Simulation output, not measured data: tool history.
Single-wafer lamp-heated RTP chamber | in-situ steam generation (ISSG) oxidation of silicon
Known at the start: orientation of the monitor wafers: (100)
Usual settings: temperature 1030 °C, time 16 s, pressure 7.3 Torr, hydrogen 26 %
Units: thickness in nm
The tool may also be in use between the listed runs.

run	hour	temperature	time	pressure	hydrogen	wafers since the last listed run	wafers since the last pyrometer calibration	hours since the pressure gauge was zeroed	hours since the hydrogen flow controller was replaced	hours since the gauge calibration	read-back reference wafer on the same gauge, thickness	thickness
1	0.0	1030	18	7.3	24	0	4755	2954.5	5276.0	88.5	4.868	5.906
2	15.3	1030	12	7.3	26	85	4841	2969.8	5291.3	103.8	4.869	4.973
3	38.9	1030	12	7.3	26	132	4973	2993.4	5314.9	127.4	4.870	4.994
4	59.7	1030	12	7.3	26	116	5090	3014.2	5335.7	148.2	4.869	5.004
# hour 97.8: pyrometer window cleaned and pyrometer calibrated
5	98.3	1030	19	7.3	26	171	2	3052.8	5374.3	186.8	4.867	5.917
# hour 108.8: pressure gauge zeroed
6	117.6	1030	19	7.3	26	63	66	8.8	5393.6	206.1	4.871	5.891
# hour 129.1: hydrogen flow controller replaced
7	143.7	1030	20	7.3	20	101	167	34.9	14.6	232.2	4.871	5.654
8	170.5	1030	11	8.6	26	150	317	61.7	41.4	259.0	4.869	4.555
9	197.1	1030	11	7.3	26	148	466	88.3	68.0	285.6	4.870	4.574
10	218.8	1030	16	8.2	26	121	587	110.0	89.7	307.3	4.867	5.390
# hour 226.7: gauge calibrated
11	240.1	1011	16	7.3	32	119	706	131.3	111.0	13.4	4.871	5.301
12	257.8	1045	10	7.9	26	99	806	149.0	128.7	31.1	4.873	4.640
13	285.9	1017	21	7.3	26	157	963	177.1	156.8	59.2	4.868	5.828
14	301.5	1030	16	7.3	26	87	1050	192.7	172.4	74.8	4.873	5.463

What the log doesn't show, run by run:
true pressure minus gauge reading, Torr: 0 in every run
deviation of the hydrogen flow from its setpoint, %: 0 in every run
gauge reads high (%): 0 in every run
H1: true wafer temperature minus pyrometer reading, K
run	H1
1	10.5
2	10.9
3	11.5
4	12
5	0.177
6	0.182
7	0.206
8	0.249
9	0.312
10	0.378
11	0.455
12	0.528
13	0.662
14	0.746
